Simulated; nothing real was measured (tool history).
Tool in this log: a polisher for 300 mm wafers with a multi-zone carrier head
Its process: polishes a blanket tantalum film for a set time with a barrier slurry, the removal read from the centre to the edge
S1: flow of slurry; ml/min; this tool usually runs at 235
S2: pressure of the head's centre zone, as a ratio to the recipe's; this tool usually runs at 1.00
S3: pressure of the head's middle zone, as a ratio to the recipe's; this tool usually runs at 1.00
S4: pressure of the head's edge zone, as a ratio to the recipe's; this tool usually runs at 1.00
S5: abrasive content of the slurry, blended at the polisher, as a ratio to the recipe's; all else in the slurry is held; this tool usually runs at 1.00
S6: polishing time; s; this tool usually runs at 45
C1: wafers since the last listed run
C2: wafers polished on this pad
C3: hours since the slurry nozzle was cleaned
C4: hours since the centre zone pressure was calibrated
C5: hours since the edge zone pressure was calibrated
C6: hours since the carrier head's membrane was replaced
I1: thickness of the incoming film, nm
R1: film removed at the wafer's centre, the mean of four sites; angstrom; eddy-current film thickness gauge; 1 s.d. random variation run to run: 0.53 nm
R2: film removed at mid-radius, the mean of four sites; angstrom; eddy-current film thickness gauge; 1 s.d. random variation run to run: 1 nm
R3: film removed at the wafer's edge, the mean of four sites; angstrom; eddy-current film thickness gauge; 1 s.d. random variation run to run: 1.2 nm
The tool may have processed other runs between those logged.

| run | day | S1 | S2 | S3 | S4 | S5 | S6 | C1 | C2 | C3 | C4 | C5 | C6 | I1 | R1 | R2 | R3 |
|---|---|---|---|---|---|---|---|---|---|---|---|---|---|---|---|---|---|
| 1 | 0.000 | 235 | 1.00 | 1.00 | 1.00 | 1.00 | 45 | 0 | 20 | 140.4 | 1137.1 | 367.7 | 1689.2 | 236.0 | 830 | 901 | 918 |
| 2 | 0.750 | 235 | 1.00 | 1.00 | 1.00 | 0.95 | 45 | 190 | 211 | 158.4 | 1155.1 | 385.7 | 1707.2 | 240.9 | 825 | 878 | 910 |
| 3 | 1.854 | 235 | 1.00 | 1.00 | 1.00 | 0.95 | 45 | 280 | 491 | 184.9 | 1181.6 | 412.2 | 1733.7 | 238.9 | 822 | 893 | 875 |
|  | 4.371 | slurry nozzle cleaned |
| 4 | 4.392 | 235 | 1.00 | 1.00 | 1.00 | 1.00 | 45 | 633 | 1125 | 0.5 | 1242.5 | 473.1 | 1794.6 | 241.6 | 803 | 875 | 888 |
| 5 | 5.008 | 235 | 1.00 | 1.00 | 1.00 | 1.00 | 45 | 156 | 1282 | 15.3 | 1257.3 | 487.9 | 1809.4 | 243.7 | 789 | 860 | 871 |
|  | 5.217 | worn pad replaced by a new one |
| 6 | 6.200 | 235 | 1.00 | 1.00 | 1.00 | 1.00 | 37 | 260 | 249 | 43.9 | 1285.9 | 516.5 | 1838.0 | 239.6 | 672 | 738 | 740 |
|  | 6.450 | carrier head's membrane replaced by a new one |
| 7 | 7.117 | 235 | 1.00 | 1.00 | 1.00 | 1.00 | 37 | 179 | 429 | 65.9 | 1307.9 | 538.5 | 16.0 | 244.4 | 667 | 735 | 740 |
| 8 | 7.846 | 235 | 1.00 | 1.00 | 1.00 | 1.00 | 37 | 185 | 614 | 83.4 | 1325.4 | 556.0 | 33.5 | 241.9 | 665 | 742 | 728 |
| 9 | 8.542 | 235 | 1.00 | 1.00 | 1.00 | 1.00 | 45 | 176 | 791 | 100.1 | 1342.1 | 572.7 | 50.2 | 236.8 | 796 | 879 | 890 |
|  | 9.512 | centre zone pressure recalibrated |
| 10 | 9.533 | 235 | 1.05 | 1.05 | 1.00 | 0.75 | 33 | 230 | 1021 | 123.9 | 0.5 | 596.5 | 74.0 | 238.2 | 615 | 617 | 605 |
|  | 10.492 | worn pad replaced by a new one |
| 11 | 10.900 | 235 | 1.00 | 1.00 | 1.00 | 1.00 | 45 | 304 | 104 | 156.7 | 33.3 | 629.3 | 106.8 | 241.1 | 884 | 905 | 906 |
| 12 | 11.875 | 235 | 1.00 | 1.00 | 1.00 | 1.00 | 45 | 247 | 351 | 180.1 | 56.7 | 652.7 | 130.2 | 236.8 | 881 | 904 | 899 |
| 13 | 12.788 | 265 | 1.00 | 1.00 | 1.00 | 1.00 | 40 | 231 | 583 | 202.0 | 78.6 | 674.6 | 152.1 | 238.9 | 794 | 801 | 827 |
|  | 13.783 | edge zone pressure recalibrated |
| 14 | 13.854 | 235 | 1.00 | 1.00 | 1.00 | 1.00 | 51 | 249 | 833 | 227.6 | 104.2 | 1.7 | 177.7 | 242.4 | 986 | 1017 | 1005 |
| 15 | 14.846 | 195 | 1.06 | 1.00 | 1.00 | 1.00 | 30 | 251 | 1085 | 251.4 | 128.0 | 25.5 | 201.5 | 242.1 | 587 | 575 | 572 |
|  | 14.908 | slurry nozzle cleaned |
|  | 15.404 | worn pad replaced by a new one |
| 16 | 16.217 | 235 | 1.00 | 1.10 | 0.95 | 0.90 | 34 | 295 | 206 | 31.4 | 160.9 | 58.4 | 234.4 | 238.9 | 647 | 717 | 640 |
| 17 | 17.217 | 235 | 1.00 | 1.00 | 1.04 | 1.00 | 45 | 253 | 460 | 55.4 | 184.9 | 82.4 | 258.4 | 239.2 | 877 | 883 | 920 |
| 18 | 17.717 | 235 | 1.09 | 1.00 | 1.00 | 1.00 | 55 | 126 | 587 | 67.4 | 196.9 | 94.4 | 270.4 | 242.4 | 1174 | 1095 | 1082 |
| 19 | 18.942 | 295 | 1.10 | 1.05 | 0.91 | 1.00 | 45 | 311 | 898 | 96.8 | 226.3 | 123.8 | 299.8 | 239.8 | 970 | 964 | 882 |
|  | 19.750 | worn pad replaced by a new one |
| 20 | 19.917 | 235 | 1.10 | 1.00 | 1.00 | 0.80 | 45 | 205 | 42 | 120.2 | 249.7 | 147.2 | 323.2 | 239.2 | 902 | 866 | 868 |

For each run, what was the tool's unlogged condition?
slurry flow missing at the pad, %: 0 on each run
deviation of the edge zone's pressure from its setpoint, %: 0 on each run
H1: removal rate lost through wear of the pad, %
H2: deviation of the centre zone's pressure from its setpoint, %
| run | H1 | H2 |
|---|---|---|
| 1 | 0.0675 | -4.84 |
| 2 | 0.186 | -5.03 |
| 3 | 0.716 | -5.31 |
| 4 | 3.53 | -5.98 |
| 5 | 4.56 | -6.15 |
| 6 | 0.744 | -6.48 |
| 7 | 1.2 | -6.74 |
| 8 | 1.77 | -6.95 |
| 9 | 2.49 | -7.15 |
| 10 | 3.8 | 0.19 |
| 11 | 0.216 | 0.185 |
| 12 | 0.52 | 0.175 |
| 13 | 1.1 | 0.162 |
| 14 | 2.15 | 0.14 |
| 15 | 3.47 | 0.115 |
| 16 | 0.296 | 0.0719 |
| 17 | 0.751 | 0.0341 |
| 18 | 1.11 | 0.0133 |
| 19 | 2.35 | -0.0433 |
| 20 | 0.431 | -0.094 |

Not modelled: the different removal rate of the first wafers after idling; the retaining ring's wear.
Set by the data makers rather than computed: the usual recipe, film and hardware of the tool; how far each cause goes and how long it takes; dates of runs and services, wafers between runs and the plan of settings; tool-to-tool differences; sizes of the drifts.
